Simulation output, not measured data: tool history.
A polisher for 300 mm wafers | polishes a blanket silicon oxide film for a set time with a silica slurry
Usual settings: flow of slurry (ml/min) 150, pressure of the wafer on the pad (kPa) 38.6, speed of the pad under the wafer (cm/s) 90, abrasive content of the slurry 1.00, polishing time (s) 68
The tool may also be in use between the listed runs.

run     day  flow of slurry (ml/min)  pressure of the wafer on the pad (kPa)  speed of the pad under the wafer (cm/s)  abrasive content of the slurry  polishing time (s)  incoming thickness of the incoming film, nm  film removed (Å)
  1   0.000                      115                                    38.6                                       90                            1.00                  68                                       1135.2              2043
  2   0.462                      115                                    38.6                                       90                            1.00                  68                                       1151.6              2054
  3   1.029                      150                                    38.6                                       90                            1.00                  58                                       1153.0              1847
  4   1.325                      150                                    38.6                                       90                            1.00                  58                                       1157.2              1863
  5   1.996                      150                                    46.2                                       90                            1.00                  68                                       1147.9              2542
      2.554  -- conditioning disc replaced and pad reconditioned, repeated, since the last time left the tool worse
  6   2.575                      150                                    46.2                                       90                            1.00                  68                                       1174.1              2899
  7   2.858                      150                                    46.2                                       90                            1.00                  68                                       1158.7              2879
      3.550  -- worn pad replaced by a new one
  8   3.571                      150                                    38.6                                       90                            1.00                  68                                       1162.0              2379
  9   4.138                      150                                    38.6                                       90                            1.00                  68                                       1176.4              2350
 10   4.750                      150                                    38.6                                       90                            1.00                  68                                       1183.1              2345
 11   5.308                      150                                    51.7                                       76                            1.00                  78                                       1161.3              3132
 12   5.638                      150                                    38.6                                       90                            1.00                  68                                       1176.1              2359
      5.700  -- slurry nozzle cleaned
      6.350  -- slurry blender recalibrated
 13   6.371                      180                                    38.6                                       90                            1.00                  68                                       1147.7              2396
 14   6.979                      150                                    42.1                                      102                            1.00                  76                                       1155.8              3107
      7.329  -- head pressure recalibrated
      7.683  -- worn pad replaced by a new one
 15   7.704                      165                                    38.6                                       90                            1.00                  85                                       1182.0              2928
 16   7.962                      150                                    33.1                                       90                            1.15                  55                                       1154.0              1675
 17   8.508                      150                                    38.6                                       90                            1.25                  68                                       1161.1              2468
 18   9.029                      150                                    38.6                                       90                            1.00                  48                                       1149.9              1600
      9.542  -- conditioning disc replaced and pad reconditioned
 19   9.742                      150                                    38.6                                       90                            1.00                  68                                       1173.5              2440
 20   9.996                      150                                    38.6                                      114                            0.70                  68                                       1152.7              2608
 21  10.367                      150                                    44.8                                      116                            1.00                  68                                       1157.0              3438
     10.800  -- worn pad replaced by a new one
 22  11.612                      150                                    49.6                                       90                            1.25                  68                                       1148.3              3298
 23  12.175                      150                                    38.6                                      118                            1.15                  61                                       1151.0              2732
 24  12.808                      115                                    38.6                                       90                            0.75                  91                                       1178.2              2659
 25  13.221                      150                                    38.6                                       90                            1.00                  68                                       1161.7              2370
 26  13.729                      150                                    38.6                                       90                            1.15                  68                                       1154.3              2472

Forecast each of these 4 alternatives for the next run:
  A  13.746                      165                                    38.6                                       90                            1.00                  68                                       1162.6                 ?
  B  13.746                      150                                    38.6                                      102                            1.00                  68                                       1162.6                 ?
  C  13.746                      150                                    51.7                                       74                            1.30                  68                                       1162.6                 ?
  D  13.746                      120                                    28.3                                       90                            0.75                  81                                       1162.6                 ?

run  film removed (Å)
  A              2376
  B              2568
  C              2915
  D              1769
With no hidden state in the tool, these same runs would have given:
run  film removed (Å)
  A              2489
  B              2704
  C              3065
  D              1831
